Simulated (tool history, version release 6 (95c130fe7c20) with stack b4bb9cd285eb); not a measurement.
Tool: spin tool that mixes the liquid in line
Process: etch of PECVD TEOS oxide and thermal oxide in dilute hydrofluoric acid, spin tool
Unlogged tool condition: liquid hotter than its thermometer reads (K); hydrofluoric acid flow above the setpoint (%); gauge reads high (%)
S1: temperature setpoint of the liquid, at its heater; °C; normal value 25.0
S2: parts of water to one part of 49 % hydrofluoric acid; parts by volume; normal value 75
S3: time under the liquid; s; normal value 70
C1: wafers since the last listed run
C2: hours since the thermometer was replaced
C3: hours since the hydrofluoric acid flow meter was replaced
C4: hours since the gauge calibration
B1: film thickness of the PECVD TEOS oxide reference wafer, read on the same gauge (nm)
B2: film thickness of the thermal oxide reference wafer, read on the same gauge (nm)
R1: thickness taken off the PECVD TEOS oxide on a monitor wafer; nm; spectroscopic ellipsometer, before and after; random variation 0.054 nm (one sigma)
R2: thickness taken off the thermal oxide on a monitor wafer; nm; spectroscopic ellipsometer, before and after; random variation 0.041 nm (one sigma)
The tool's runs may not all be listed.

run    hour    S1   S2  S3    C1     C2      C3     C4     B1      B2     R1      R2
  1     0.0  25.0   75  70     0  164.4  1594.1   43.4  59.99  70.006   9.43   4.973
  2    48.3  25.0   75  70   580  212.7  1642.4   91.7  59.97  70.028   9.50   5.020
  3   237.9  25.0   65  70  2279  402.3  1832.0  281.3  59.99  70.010  11.42   5.968
  4   307.9  25.0   65  70   841  472.3  1902.0  351.3  60.06  69.998  11.48   6.074
  5   338.1  28.5   75  70   363  502.5  1932.2  381.5  59.99  69.998  11.37   5.931
  6   364.6  25.0   75  70   318  529.0  1958.7  408.0  60.06  69.996   9.93   5.213
      393.4  -- thermometer replaced
  7   421.5  25.0   75  70   672   28.1  2015.6  464.9  60.00  69.995   9.30   4.898
  8   467.0  25.0   75  70   547   73.6  2061.1  510.4  60.00  69.986   9.34   4.972
  9   528.5  25.0   75  90   739  135.1  2122.6  571.9  60.07  69.982  12.09   6.315
 10   564.3  25.0   75  90   430  170.9  2158.4  607.7  59.99  70.004  12.27   6.459
 11   606.4  25.0   75  70   506  213.0  2200.5  649.8  60.01  70.009   9.63   5.062
 12   656.5  20.5  105  45   602  263.1  2250.6  699.9  59.97  70.000   3.56   1.877
 13   707.8  29.0  115  60   616  314.4  2301.9  751.2  59.99  69.994   6.05   3.141
 14   734.8  30.0   75  70   324  341.4  2328.9  778.2  60.00  69.994  11.98   6.273
 15   780.4  25.0   95  60   548  387.0  2374.5  823.8  60.02  69.998   6.47   3.408
 16   831.7  25.0   75  70   616  438.3  2425.8  875.1  59.99  69.990   9.97   5.157
      866.1  -- thermometer replaced
 17   893.6  25.0   45  90   732   27.5  2487.7  937.0  59.98  69.994  21.11  10.793
 18   949.5  23.5   95  50   672   83.4  2543.6  992.9  60.04  70.015   4.97   2.565
      972.3  -- hydrofluoric acid flow meter replaced
      983.9  -- gauge calibrated
 19   994.1  25.0   75  70   524  128.0    21.8   10.2  60.00  70.006   9.02   4.811
 20  1031.0  25.0   75  70   443  164.9    58.7   47.1  59.98  70.007   9.15   4.839
 21  1060.6  28.5   60  70   355  194.5    88.3   76.7  60.03  70.000  13.39   7.057
 22  1245.4  28.0   75  70  2221  379.3   273.1  261.5  60.00  69.988  10.65   5.611
 23  1316.4  25.0   75  70   853  450.3   344.1  332.5  59.97  70.006   9.46   5.043
     1329.5  -- thermometer replaced
 24  1367.2  21.0   75  85   598   37.7   394.9  383.3  59.97  69.991   9.18   4.880
 25  1396.9  25.0   75  90   357   67.4   424.6  413.0  59.97  69.978  11.59   6.051

The tool's hidden state at each run:
gauge reads high (%): 0 at every run
H1: liquid hotter than its thermometer reads (K)
H2: hydrofluoric acid flow above the setpoint (%)
run     H1     H2
  1   0.55   3.82
  2   0.71   3.92
  3   1.34    4.3
  4   1.57   4.45
  5   1.67   4.51
  6   1.76   4.56
  7  0.205   4.68
  8  0.356   4.77
  9  0.559    4.9
 10  0.678   4.97
 11  0.817   5.06
 12  0.983   5.16
 13   1.15   5.26
 14   1.24   5.32
 15   1.39   5.41
 16   1.56   5.52
 17   0.29   5.64
 18  0.475   5.76
 19  0.622  0.538
 20  0.744  0.613
 21  0.842  0.673
 22   1.45   1.05
 23   1.69    1.2
 24  0.156    1.3
 25  0.254   1.36
